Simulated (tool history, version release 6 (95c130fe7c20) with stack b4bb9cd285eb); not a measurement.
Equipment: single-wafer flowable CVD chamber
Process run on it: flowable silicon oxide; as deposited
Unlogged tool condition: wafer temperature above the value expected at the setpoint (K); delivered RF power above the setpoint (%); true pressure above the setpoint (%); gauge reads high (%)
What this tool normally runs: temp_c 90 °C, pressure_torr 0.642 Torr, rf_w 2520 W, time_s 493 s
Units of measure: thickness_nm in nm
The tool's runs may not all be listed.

run   hour  temp_c  pressure_torr  rf_w  time_s  wafers since the last listed run  hours since the last thermocouple change  hours since the last RF generator calibration  hours since the last manometer calibration  hours since the showerhead was replaced  hours since the gauge calibration  read-back reference wafer on the same gauge, thickness_nm  thickness_nm
  1      0      90          0.642  2520     493                                 0                                     208.2                                         1911.6                                      1705.3                                    146.4                              862.4                                                    296.597       351.952
  2   17.4      90          0.642  2520     493                                65                                     225.6                                           1929                                      1722.7                                    163.8                              879.8                                                     296.03       353.444
      18.9  -- gauge calibrated
  3   35.1      90          0.642  2520     493                                67                                     243.3                                         1946.7                                      1740.4                                    181.5                               16.2                                                      296.3       348.856
  4     58     102          0.555  2900     444                                86                                     266.2                                         1969.6                                      1763.3                                    204.4                               39.1                                                    295.867       194.428
  5   78.7      96          0.497  2520     439                                78                                     286.9                                         1990.3                                        1784                                    225.1                               59.8                                                    296.448       201.715
  6    101      79          0.642  2155     493                                84                                     309.2                                         2012.6                                      1806.3                                    247.4                               82.1                                                    295.539        459.97
  7  131.7      97          0.642  2520     434                               116                                     339.9                                         2043.3                                        1837                                    278.1                              112.8                                                    295.768       249.447
     154.8  -- capacitance manometer re-zeroed and calibrated
  8  162.8      79          0.642  2520     493                                87                                       371                                         2074.4                                           8                                    309.2                              143.9                                                    295.733       467.629
  9  182.8      83          0.642  2520     493                                75                                       391                                         2094.4                                          28                                    329.2                              163.9                                                    296.028        423.89
     199.5  -- RF generator calibrated
 10  208.3      90          0.642  2520     493                                66                                     416.5                                            8.8                                        53.5                                    354.7                              189.4                                                    296.078       350.082
 11  236.5      90          0.642  2520     493                               106                                     444.7                                             37                                        81.7                                    382.9                              217.6                                                    295.997       349.283
 12  270.8      94           0.76  2520     493                               129                                       479                                           71.3                                         116                                    417.2                              251.9                                                    295.711        372.96
 13    301      78          0.751  2070     566                               114                                     509.2                                          101.5                                       146.2                                    447.4                              282.1                                                    296.101       633.499
 14    327      90          0.642  2965     493                                98                                     535.2                                          127.5                                       172.2                                    473.4                              308.1                                                    295.659       358.799
 15  345.6      90          0.516  2390     398                                70                                     553.8                                          146.1                                       190.8                                      492                              326.7                                                    296.154       226.875
 16  372.6      85          0.642  2520     493                               102                                     580.8                                          173.1                                       217.8                                      519                              353.7                                                    295.665       401.388
 17  404.6      82          0.513  2945     462                               121                                     612.8                                          205.1                                       249.8                                      551                              385.7                                                    295.943       331.375
 18    422      90          0.642  2160     493                                65                                     630.2                                          222.5                                       267.2                                    568.4                              403.1                                                    296.279       348.349
 19    436      90          0.642  2520     525                                53                                     644.2                                          236.5                                       281.2                                    582.4                              417.1                                                    296.152       377.522
 20    469      86          0.642  2520     493                               124                                     677.2                                          269.5                                       314.2                                    615.4                              450.1                                                    295.904       391.809
 21  496.1      99          0.642  2120     405                               102                                     704.3                                          296.6                                       341.3                                    642.5                              477.2                                                    296.833       218.535
 22  509.1      90          0.642  2850     493                                49                                     717.3                                          309.6                                       354.3                                    655.5                              490.2                                                    295.863       357.335
 23  527.7     105          0.642  2160     540                                70                                     735.9                                          328.2                                       372.9                                    674.1                              508.8                                                    296.214        244.51
 24  542.9      90          0.642  2520     493                                57                                     751.1                                          343.4                                       388.1                                    689.3                                524                                                     295.62       355.202
 25  568.7      90          0.546  2520     519                                97                                     776.9                                          369.2                                       413.9                                    715.1                              549.8                                                    295.323       317.479
 26  602.7      90          0.487  2520     493                               128                                     810.9                                          403.2                                       447.9                                    749.1                              583.8                                                    296.291       269.125
 27  626.3      90          0.642  2520     493                                89                                     834.5                                          426.8                                       471.5                                    772.7                              607.4                                                    295.605       358.047
 28  648.5     101          0.597  2310     465                                84                                     856.7                                            449                                       493.7                                    794.9                              629.6                                                    295.967       224.942

Here are 4 independent what-if runs from the current tool condition. What would each one return?
  A   649      90          0.642  2520     493                                 1                                     857.2                                          449.5                                       494.2                                    795.4                              630.1                                                          ?             ?
  B   649      76          0.682  2520     463                                 1                                     857.2                                          449.5                                       494.2                                    795.4                              630.1                                                          ?             ?
  C   649      90          0.642  2230     403                                 1                                     857.2                                          449.5                                       494.2                                    795.4                              630.1                                                          ?             ?
  D   649      95          0.642  2520     493                                 1                                     857.2                                          449.5                                       494.2                                    795.4                              630.1                                                          ?             ?

run  read-back reference wafer on the same gauge, thickness_nm  thickness_nm
  A                                                    295.466       356.803
  B                                                    295.466       508.757
  C                                                    295.466       287.553
  D                                                    295.466       308.438
The same runs, with their run-to-run variation unchanged, on a tool lacking any hidden condition would have given:
run  thickness_nm
  A       350.727
  B       501.087
  C       282.657
  D       302.444

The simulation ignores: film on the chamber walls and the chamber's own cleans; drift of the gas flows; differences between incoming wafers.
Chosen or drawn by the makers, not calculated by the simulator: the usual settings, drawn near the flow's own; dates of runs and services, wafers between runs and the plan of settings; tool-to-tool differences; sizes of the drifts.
